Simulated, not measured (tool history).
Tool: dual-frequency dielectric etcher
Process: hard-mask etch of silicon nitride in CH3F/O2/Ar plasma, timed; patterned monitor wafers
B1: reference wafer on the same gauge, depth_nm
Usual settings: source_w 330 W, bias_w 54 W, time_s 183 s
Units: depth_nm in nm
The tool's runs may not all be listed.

run 1 hour=0 | source_w=330 bias_w=59 time_s=183 | B1=112 | depth_nm=118
run 2 hour=18.4 | source_w=330 bias_w=54 time_s=183 | B1=112 | depth_nm=115.1
run 3 hour=40 | source_w=330 bias_w=54 time_s=183 | B1=112 | depth_nm=115.3
run 4 hour=71 | source_w=330 bias_w=54 time_s=183 | B1=112.1 | depth_nm=115
run 5 hour=93.9 | source_w=330 bias_w=46 time_s=163 | B1=112 | depth_nm=98.5
run 6 hour=122.7 | source_w=330 bias_w=46 time_s=163 | B1=112 | depth_nm=98.6
run 7 hour=135.1 | source_w=310 bias_w=54 time_s=183 | B1=112 | depth_nm=111.6
run 8 hour=155.6 | source_w=310 bias_w=54 time_s=183 | B1=112 | depth_nm=111.4
-- hour=174.1 source power generator calibrated
run 9 hour=187.1 | source_w=310 bias_w=54 time_s=183 | B1=112 | depth_nm=111.4
run 10 hour=206.6 | source_w=330 bias_w=54 time_s=183 | B1=111.9 | depth_nm=114.3
run 11 hour=221.2 | source_w=330 bias_w=54 time_s=183 | B1=112 | depth_nm=114.1
run 12 hour=253.9 | source_w=270 bias_w=44 time_s=183 | B1=112 | depth_nm=98.9
-- hour=283 upper electrode replaced
run 13 hour=283.5 | source_w=330 bias_w=54 time_s=183 | B1=112 | depth_nm=113.7
run 14 hour=306.7 | source_w=330 bias_w=54 time_s=183 | B1=112 | depth_nm=113.8
-- hour=344.2 wet clean of the chamber
run 15 hour=375.1 | source_w=330 bias_w=48 time_s=220 | B1=112 | depth_nm=135.2
run 16 hour=391 | source_w=290 bias_w=65 time_s=167.5 | B1=112 | depth_nm=104.7
-- hour=404.7 bias power generator calibrated
-- hour=404.8 gauge calibrated
run 17 hour=426.6 | source_w=330 bias_w=54 time_s=183 | B1=111.9 | depth_nm=115.2
run 18 hour=445.3 | source_w=260 bias_w=49 time_s=230 | B1=112 | depth_nm=126.6
run 19 hour=472.9 | source_w=370 bias_w=54 time_s=143.5 | B1=112 | depth_nm=95
run 20 hour=499.6 | source_w=310 bias_w=54 time_s=212.5 | B1=112.1 | depth_nm=129.8
run 21 hour=521 | source_w=330 bias_w=46 time_s=163 | B1=112 | depth_nm=98.5
run 22 hour=539.1 | source_w=380 bias_w=68 time_s=153.5 | B1=112 | depth_nm=108.7
run 23 hour=551.3 | source_w=300 bias_w=54 time_s=183 | B1=112.1 | depth_nm=109.9

Forecast each of these 4 alternatives for the next run:
run A hour=551.8 | source_w=330 bias_w=41 time_s=183 | B1=? | depth_nm=?
run B hour=551.8 | source_w=250 bias_w=54 time_s=183 | B1=? | depth_nm=?
run C hour=551.8 | source_w=330 bias_w=44 time_s=183 | B1=? | depth_nm=?
run D hour=551.8 | source_w=400 bias_w=45 time_s=212 | B1=? | depth_nm=?

run=A B1=112 depth_nm=107.9
run=B B1=112 depth_nm=101
run=C B1=112 depth_nm=109.5
run=D B1=112 depth_nm=139.1
Without the tool's hidden state the same runs would have given:
run=A depth_nm=108.8
run=B depth_nm=101.8
run=C depth_nm=110.5
run=D depth_nm=140.4

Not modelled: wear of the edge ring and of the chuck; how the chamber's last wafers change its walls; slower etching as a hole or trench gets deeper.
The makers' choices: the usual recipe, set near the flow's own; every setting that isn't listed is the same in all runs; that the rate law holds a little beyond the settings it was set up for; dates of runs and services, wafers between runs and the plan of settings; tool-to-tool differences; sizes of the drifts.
